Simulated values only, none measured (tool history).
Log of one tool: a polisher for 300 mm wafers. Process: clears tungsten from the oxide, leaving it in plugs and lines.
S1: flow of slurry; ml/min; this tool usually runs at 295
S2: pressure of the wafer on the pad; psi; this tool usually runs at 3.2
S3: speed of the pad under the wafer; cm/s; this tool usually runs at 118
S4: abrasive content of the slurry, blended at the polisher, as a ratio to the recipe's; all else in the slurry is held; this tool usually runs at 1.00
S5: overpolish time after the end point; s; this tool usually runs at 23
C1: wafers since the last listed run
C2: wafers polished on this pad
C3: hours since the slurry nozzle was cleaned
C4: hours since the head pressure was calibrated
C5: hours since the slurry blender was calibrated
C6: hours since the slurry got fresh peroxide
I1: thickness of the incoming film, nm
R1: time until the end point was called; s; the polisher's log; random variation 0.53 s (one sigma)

run	hour	S1	S2	S3	S4	S5	C1	C2	C3	C4	C5	C6	I1	R1
1	0.0	295	3.2	138	1.00	23	0	1698	180.6	701.7	173.8	132.9	352.9	53.9
# hour 128.0: worn pad replaced by a new one
# hour 153.5: slurry nozzle cleaned
2	165.7	295	3.2	138	1.00	23	1221	278	12.2	867.4	339.5	298.6	365.1	53.7
# hour 176.7: slurry blender recalibrated
3	203.0	295	3.2	118	1.00	23	268	547	49.5	904.7	26.3	335.9	363.5	58.8
# hour 238.4: slurry tank refilled with fresh slurry and peroxide
# hour 359.6: head pressure recalibrated
# hour 442.0: worn pad replaced by a new one
# hour 478.3: slurry blender recalibrated
4	502.1	295	3.2	118	1.00	23	2205	441	348.6	142.5	23.8	263.7	364.0	60.2
# hour 559.0: slurry nozzle cleaned
# hour 560.4: slurry tank refilled with fresh slurry and peroxide
5	592.0	295	3.2	118	1.00	23	668	1110	33.0	232.4	113.7	31.6	359.0	60.4
6	640.2	295	3.2	118	1.00	23	366	1476	81.2	280.6	161.9	79.8	360.0	61.8
7	685.8	295	3.2	118	1.00	23	346	1823	126.8	326.2	207.5	125.4	362.0	63.0
8	763.9	295	3.2	118	1.00	23	593	2417	204.9	404.3	285.6	203.5	360.4	66.0
# hour 810.8: worn pad replaced by a new one
9	833.8	295	3.2	102	1.00	23	501	174	274.8	474.2	355.5	273.4	362.7	65.3
# hour 859.8: slurry blender recalibrated
# hour 867.5: slurry tank refilled with fresh slurry and peroxide
10	922.8	295	3.2	118	1.00	23	653	828	363.8	563.2	63.0	55.3	355.7	57.6
# hour 924.6: slurry nozzle cleaned
11	990.8	200	3.5	118	0.70	29	509	1338	66.2	631.2	131.0	123.3	366.3	65.7
12	1095.5	295	3.2	144	1.00	23	796	2134	170.9	735.9	235.7	228.0	360.4	54.8
13	1133.4	295	4.1	118	0.75	23	288	2422	208.8	773.8	273.6	265.9	353.8	53.2
14	1189.7	260	3.2	96	1.10	13	428	2850	265.1	830.1	329.9	322.2	356.0	73.8
# hour 1194.9: worn pad replaced by a new one
# hour 1212.0: slurry tank refilled with fresh slurry and peroxide
15	1240.6	295	3.2	118	1.00	23	349	339	316.0	881.0	380.8	28.6	356.1	57.3
# hour 1251.3: slurry blender recalibrated
# hour 1297.5: slurry nozzle cleaned
16	1323.8	295	3.2	118	1.00	23	609	949	26.3	964.2	72.5	111.8	354.2	56.5
# hour 1355.6: head pressure recalibrated
17	1427.7	350	3.9	118	1.00	23	774	1724	130.2	72.1	176.4	215.7	355.3	50.0
# hour 1510.2: worn pad replaced by a new one
# hour 1527.5: slurry tank refilled with fresh slurry and peroxide
18	1528.0	240	3.2	118	1.15	23	724	127	230.5	172.4	276.7	0.5	361.5	58.5
# hour 1600.3: slurry blender recalibrated
19	1616.6	295	3.2	118	1.00	23	658	785	319.1	261.0	16.3	89.1	357.7	58.9
# hour 1709.7: slurry nozzle cleaned
20	1714.4	370	3.2	118	1.00	23	736	1521	4.7	358.8	114.1	186.9	359.2	60.4
21	1773.7	205	3.2	118	0.70	15	450	1972	64.0	418.1	173.4	246.2	358.5	71.1

Hidden condition of the tool, last listed run before each entry between runs versus first listed run after:
Logged between run 1 and run 2: worn pad replaced by a new one (hour 128.0); slurry nozzle cleaned (hour 153.5)
  removal rate lost through wear of the pad, %: 5.25 -> 1.25; deviation of the head's pressure from its setpoint, %: 2.78 -> 3.43
  measured value less the no-hidden-state value, R1: +1.4 -> -1.1 s
Logged between run 2 and run 3: slurry blender recalibrated (hour 176.7)
  removal rate lost through wear of the pad, %: 1.25 -> 1.63; deviation of the head's pressure from its setpoint, %: 3.43 -> 3.58
  measured value less the no-hidden-state value, R1: -1.1 -> -1.1 s
Logged between run 3 and run 4: slurry tank refilled with fresh slurry and peroxide (hour 238.4); head pressure recalibrated (hour 359.6); worn pad replaced by a new one (hour 442.0); slurry blender recalibrated (hour 478.3)
  removal rate lost through wear of the pad, %: 1.63 -> 1.08; deviation of the head's pressure from its setpoint, %: 3.58 -> 0.0755
  measured value less the no-hidden-state value, R1: -1.1 -> +0.6 s
Logged between run 4 and run 5: slurry nozzle cleaned (hour 559.0); slurry tank refilled with fresh slurry and peroxide (hour 560.4)
  removal rate lost through wear of the pad, %: 1.08 -> 2.79; deviation of the head's pressure from its setpoint, %: 0.0755 -> 0.432
  measured value less the no-hidden-state value, R1: +0.6 -> +1.4 s
Logged between run 8 and run 9: worn pad replaced by a new one (hour 810.8)
  removal rate lost through wear of the pad, %: 10.1 -> 0.248; deviation of the head's pressure from its setpoint, %: 1.11 -> 1.39
  measured value less the no-hidden-state value, R1: +6.0 -> -0.7 s
Logged between run 9 and run 10: slurry blender recalibrated (hour 859.8); slurry tank refilled with fresh slurry and peroxide (hour 867.5)
  removal rate lost through wear of the pad, %: 0.248 -> 1.33; deviation of the head's pressure from its setpoint, %: 1.39 -> 1.75
  measured value less the no-hidden-state value, R1: -0.7 -> -0.2 s
Logged between run 10 and run 11: slurry nozzle cleaned (hour 924.6)
  removal rate lost through wear of the pad, %: 1.33 -> 3.12; deviation of the head's pressure from its setpoint, %: 1.75 -> 2.02
  measured value less the no-hidden-state value, R1: -0.2 -> +0.8 s
Logged between run 14 and run 15: worn pad replaced by a new one (hour 1194.9); slurry tank refilled with fresh slurry and peroxide (hour 1212.0)
  removal rate lost through wear of the pad, %: 13.1 -> 0.223; deviation of the head's pressure from its setpoint, %: 2.81 -> 3.01
  measured value less the no-hidden-state value, R1: +7.9 -> -1.6 s
Logged between run 15 and run 16: slurry blender recalibrated (hour 1251.3); slurry nozzle cleaned (hour 1297.5)
  removal rate lost through wear of the pad, %: 0.223 -> 1.53; deviation of the head's pressure from its setpoint, %: 3.01 -> 3.34
  measured value less the no-hidden-state value, R1: -1.6 -> -1.0 s
Logged between run 16 and run 17: head pressure recalibrated (hour 1355.6)
  removal rate lost through wear of the pad, %: 1.53 -> 4.92; deviation of the head's pressure from its setpoint, %: 3.34 -> 0.0945
  measured value less the no-hidden-state value, R1: -1.0 -> +2.4 s
Logged between run 17 and run 18: worn pad replaced by a new one (hour 1510.2); slurry tank refilled with fresh slurry and peroxide (hour 1527.5)
  removal rate lost through wear of the pad, %: 4.92 -> 0.17; deviation of the head's pressure from its setpoint, %: 0.0945 -> 0.493
  measured value less the no-hidden-state value, R1: +2.4 -> -0.2 s
Logged between run 18 and run 19: slurry blender recalibrated (hour 1600.3)
  removal rate lost through wear of the pad, %: 0.17 -> 1.16; deviation of the head's pressure from its setpoint, %: 0.493 -> 0.844
  measured value less the no-hidden-state value, R1: -0.2 -> +0.1 s
Logged between run 19 and run 20: slurry nozzle cleaned (hour 1709.7)
  removal rate lost through wear of the pad, %: 1.16 -> 3.9; deviation of the head's pressure from its setpoint, %: 0.844 -> 1.23
  measured value less the no-hidden-state value, R1: +0.1 -> +1.6 s
